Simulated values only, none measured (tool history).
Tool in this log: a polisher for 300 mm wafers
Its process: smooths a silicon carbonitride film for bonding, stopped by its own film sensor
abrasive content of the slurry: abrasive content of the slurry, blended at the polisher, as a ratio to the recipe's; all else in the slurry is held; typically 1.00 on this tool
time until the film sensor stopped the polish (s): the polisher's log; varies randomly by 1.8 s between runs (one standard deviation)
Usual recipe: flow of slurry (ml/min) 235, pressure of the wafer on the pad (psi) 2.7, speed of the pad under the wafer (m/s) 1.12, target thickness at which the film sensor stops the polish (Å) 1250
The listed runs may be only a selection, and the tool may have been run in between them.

run    hour  flow of slurry (ml/min)  pressure of the wafer on the pad (psi)  speed of the pad under the wafer (m/s)  abrasive content of the slurry  target thickness at which the film sensor stops the polish (Å)  wafers since the last listed run  wafers polished on this pad  hours since the slurry nozzle was cleaned  hours since the head pressure was calibrated  hours since the slurry blender was calibrated  incoming thickness of the incoming film, nm  time until the film sensor stopped the polish (s)
  1     0.0                      235                                     2.7                                    1.12                            1.10                                                            1250                                 0                         1263                                      437.0                                          53.1                                          157.9                                        159.7                                               94.8
  2    53.5                      235                                     2.7                                    1.22                            1.00                                                            1250                               579                         1843                                      490.5                                         106.6                                          211.4                                        159.9                                               96.9
       66.0  -- slurry nozzle cleaned
  3   109.6                      235                                     2.7                                    1.12                            1.00                                                            1250                               596                         2440                                       43.6                                         162.7                                          267.5                                        159.1                                               93.6
  4   173.9                      235                                     2.7                                    1.12                            1.00                                                            1250                               696                         3136                                      107.9                                         227.0                                          331.8                                        159.1                                               95.9
  5   211.7                      235                                     2.7                                    1.12                            1.00                                                            1250                               409                         3546                                      145.7                                         264.8                                          369.6                                        159.6                                               97.9
      243.8  -- slurry blender recalibrated
  6   277.7                      235                                     2.7                                    1.12                            1.00                                                            1250                               693                         4239                                      211.7                                         330.8                                           33.9                                        159.0                                               96.4
      325.9  -- worn pad replaced by a new one
  7   343.4                      235                                     2.7                                    1.12                            1.00                                                            1250                               668                          189                                      277.4                                         396.5                                           99.6                                        161.9                                              109.2
  8   410.2                      235                                     2.7                                    1.12                            1.00                                                            1250                               723                          913                                      344.2                                         463.3                                          166.4                                        161.0                                              109.0
  9   468.0                      235                                     2.7                                    1.12                            0.90                                                            1250                               626                         1539                                      402.0                                         521.1                                          224.2                                        162.0                                              113.8
      495.3  -- slurry nozzle cleaned
 10   498.2                      175                                     2.3                                    0.80                            1.00                                                            1350                               316                         1856                                        2.9                                         551.3                                          254.4                                        156.7                                               89.7
 11   523.9                      180                                     2.7                                    1.12                            1.00                                                            1250                               278                         2134                                       28.6                                         577.0                                          280.1                                        159.6                                              100.1
 12   573.6                      235                                     2.9                                    1.12                            1.00                                                            1250                               538                         2673                                       78.3                                         626.7                                          329.8                                        158.0                                               86.9
 13   611.8                      315                                     2.7                                    1.44                            1.00                                                            1250                               413                         3086                                      116.5                                         664.9                                          368.0                                        158.0                                               79.2
 14   652.2                      235                                     2.5                                    0.86                            1.20                                                            1250                               437                         3524                                      156.9                                         705.3                                          408.4                                        158.6                                              108.8
      674.9  -- slurry blender recalibrated
 15   678.6                      235                                     2.7                                    1.12                            1.00                                                            1300                               264                         3789                                      183.3                                         731.7                                            3.7                                        162.6                                               95.5
      733.1  -- worn pad replaced by a new one
 16   744.1                      235                                     2.7                                    1.12                            1.00                                                            1250                               666                          119                                      248.8                                         797.2                                           69.2                                        157.6                                               96.4
 17   795.5                      235                                     3.3                                    1.46                            1.00                                                            1250                               556                          675                                      300.2                                         848.6                                          120.6                                        161.4                                               73.1
 18   839.7                      275                                     2.4                                    1.12                            1.00                                                            1250                               478                         1154                                      344.4                                         892.8                                          164.8                                        162.2                                              122.7
      849.2  -- head pressure recalibrated
 19   879.2                      270                                     2.0                                    0.90                            1.00                                                            1250                               406                         1561                                      383.9                                          30.0                                          204.3                                        159.7                                              157.6
 20   942.1                      285                                     2.7                                    0.90                            1.00                                                            1250                               681                         2242                                      446.8                                          92.9                                          267.2                                        158.6                                              107.7
      948.0  -- slurry nozzle cleaned
 21  1005.1                      235                                     3.4                                    1.12                            1.00                                                            1250                               671                         2914                                       57.1                                         155.9                                          330.2                                        162.6                                               81.7
 22  1040.9                      210                                     2.7                                    1.12                            1.00                                                            1250                               387                         3302                                       92.9                                         191.7                                          366.0                                        157.7                                               91.9
 23  1089.6                      270                                     2.4                                    1.30                            1.00                                                            1250                               527                         3829                                      141.6                                         240.4                                          414.7                                        158.5                                               93.2
 24  1130.6                      235                                     2.7                                    1.38                            1.00                                                            1210                               444                         4274                                      182.6                                         281.4                                          455.7                                        162.7                                              104.9
     1135.6  -- worn pad replaced by a new one
 25  1167.8                      235                                     2.7                                    1.12                            1.00                                                            1250                               359                          348                                      219.8                                         318.6                                          492.9                                        158.1                                               95.1
     1174.2  -- slurry blender recalibrated
 26  1202.6                      235                                     2.7                                    1.12                            1.00                                                            1250                               355                          704                                      254.6                                         353.4                                           28.4                                        161.4                                              104.6
 27  1264.9                      235                                     2.7                                    1.42                            1.00                                                            1250                               674                         1379                                      316.9                                         415.7                                           90.7                                        159.6                                               88.2
 28  1336.8                      235                                     2.2                                    0.84                            1.00                                                            1310                               779                         2158                                      388.8                                         487.6                                          162.6                                        160.3                                              124.1
 29  1403.5                      255                                     2.7                                    1.40                            1.15                                                            1140                               722                         2880                                      455.5                                         554.3                                          229.3                                        161.3                                              112.7

Below are 5 alternative next runs, each starting from the tool's condition after run 29. Predict each:
  A  1404.0                      190                                     2.7                                    1.12                            1.00                                                            1250                                 5                         2886                                      456.0                                         554.8                                          229.8                                        161.3                                                  ?
  B  1404.0                      300                                     2.4                                    1.12                            1.00                                                            1250                                 5                         2886                                      456.0                                         554.8                                          229.8                                        161.3                                                  ?
  C  1404.0                      315                                     2.1                                    1.40                            1.00                                                            1250                                 5                         2886                                      456.0                                         554.8                                          229.8                                        161.3                                                  ?
  D  1404.0                      235                                     3.1                                    1.12                            1.00                                                            1250                                 5                         2886                                      456.0                                         554.8                                          229.8                                        161.3                                                  ?
  E  1404.0                      235                                     1.9                                    1.12                            1.00                                                            1250                                 5                         2886                                      456.0                                         554.8                                          229.8                                        161.3                                                  ?

run  time until the film sensor stopped the polish (s)
  A                                              114.1
  B                                              117.9
  C                                              116.3
  D                                               95.1
  E                                              155.2
Without the tool's hidden state the same runs would have given:
run  time until the film sensor stopped the polish (s)
  A                                              103.8
  B                                              110.9
  C                                              109.7
  D                                               88.0
  E                                              143.6

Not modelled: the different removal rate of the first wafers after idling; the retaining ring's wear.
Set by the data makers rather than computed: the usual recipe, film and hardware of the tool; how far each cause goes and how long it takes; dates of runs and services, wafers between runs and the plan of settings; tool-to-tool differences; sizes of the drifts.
